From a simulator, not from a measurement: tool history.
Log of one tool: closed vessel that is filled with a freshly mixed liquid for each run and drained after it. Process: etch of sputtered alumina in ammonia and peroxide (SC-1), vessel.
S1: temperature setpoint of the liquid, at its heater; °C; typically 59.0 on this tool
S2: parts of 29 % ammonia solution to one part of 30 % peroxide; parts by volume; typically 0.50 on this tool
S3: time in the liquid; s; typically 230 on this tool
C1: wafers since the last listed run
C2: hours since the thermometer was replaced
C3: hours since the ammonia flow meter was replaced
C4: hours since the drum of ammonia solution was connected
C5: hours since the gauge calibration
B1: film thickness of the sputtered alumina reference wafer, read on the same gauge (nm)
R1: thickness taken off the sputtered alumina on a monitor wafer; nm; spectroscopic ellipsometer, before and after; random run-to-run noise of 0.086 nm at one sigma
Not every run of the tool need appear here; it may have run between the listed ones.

run	hour	S1	S2	S3	C1	C2	C3	C4	C5	B1	R1
1	0.0	59.0	0.50	120	0	2218.1	1071.4	1179.6	248.0	49.97	12.70
2	46.6	59.0	0.50	230	4532	2264.7	1118.0	1226.2	294.6	49.97	24.34
3	62.9	67.5	0.50	230	1585	2281.0	1134.3	1242.5	310.9	50.01	37.13
4	69.6	59.0	0.50	230	651	2287.7	1141.0	1249.2	317.6	49.99	24.37
5	78.1	67.5	0.30	150	826	2296.2	1149.5	1257.7	326.1	50.01	23.09
6	87.7	59.0	0.50	230	933	2305.8	1159.1	1267.3	335.7	50.01	24.29
7	101.2	59.0	0.50	170	1313	2319.3	1172.6	1280.8	349.2	50.00	17.94
# hour 125.2: ammonia flow meter replaced
# hour 127.9: new drum of ammonia solution connected
8	145.6	59.0	0.45	300	4123	2363.7	20.4	17.7	393.6	49.99	31.48
9	162.9	59.0	0.75	230	1682	2381.0	37.7	35.0	410.9	49.98	25.42
10	193.9	54.5	0.25	295	3015	2412.0	68.7	66.0	441.9	50.01	23.26
11	211.7	59.0	0.50	155	1731	2429.8	86.5	83.8	459.7	50.02	16.56
12	225.6	59.0	0.50	230	1351	2443.7	100.4	97.7	473.6	50.02	24.43
13	235.1	66.0	0.35	150	923	2453.2	109.9	107.2	483.1	50.00	21.85
# hour 241.4: gauge calibrated
14	250.2	68.0	0.50	230	1468	2468.3	125.0	122.3	8.8	50.01	38.31
15	267.1	59.0	0.50	230	1643	2485.2	141.9	139.2	25.7	50.02	24.56
16	278.2	62.0	0.30	230	1079	2496.3	153.0	150.3	36.8	50.00	27.09
# hour 285.1: thermometer replaced
17	288.1	57.0	0.50	230	865	3.0	162.9	160.2	46.7	49.96	20.19
18	305.5	63.0	0.40	230	1692	20.4	180.3	177.6	64.1	49.99	26.84
19	317.1	65.0	0.50	230	1128	32.0	191.9	189.2	75.7	50.02	30.13
20	327.2	56.5	0.55	330	982	42.1	202.0	199.3	85.8	49.99	28.27
21	344.1	54.5	0.25	295	1643	59.0	218.9	216.2	102.7	50.01	21.22
22	358.8	52.5	0.50	230	1429	73.7	233.6	230.9	117.4	50.03	15.83
23	376.3	59.0	0.50	170	1702	91.2	251.1	248.4	134.9	50.00	16.70
24	394.3	64.5	0.35	175	1750	109.2	269.1	266.4	152.9	49.98	21.71
25	408.4	59.0	0.50	230	1371	123.3	283.2	280.5	167.0	50.02	22.53
26	425.6	59.0	0.50	95	1672	140.5	300.4	297.7	184.2	49.99	9.26
27	436.6	64.0	0.30	350	1069	151.5	311.4	308.7	195.2	50.00	42.10

What differs in the tool's unlogged condition from the final listed run ahead of each entry between runs to the first listed run following it?
Between runs 7 and 8: ammonia flow meter replaced (hour 125.2); new drum of ammonia solution connected (hour 127.9)
  liquid hotter than its thermometer reads (K): 2.02 -> 2.05
  measured minus no-state result, R1: +1.77 -> +3.15 nm
Between runs 13 and 14: gauge calibrated (hour 241.4)
  liquid hotter than its thermometer reads (K): 2.13 -> 2.14
  measured minus no-state result, R1: +2.16 -> +3.76 nm
Between runs 16 and 17: thermometer replaced (hour 285.1)
  liquid hotter than its thermometer reads (K): 2.17 -> 0.274
  measured minus no-state result, R1: +2.80 -> +0.28 nm
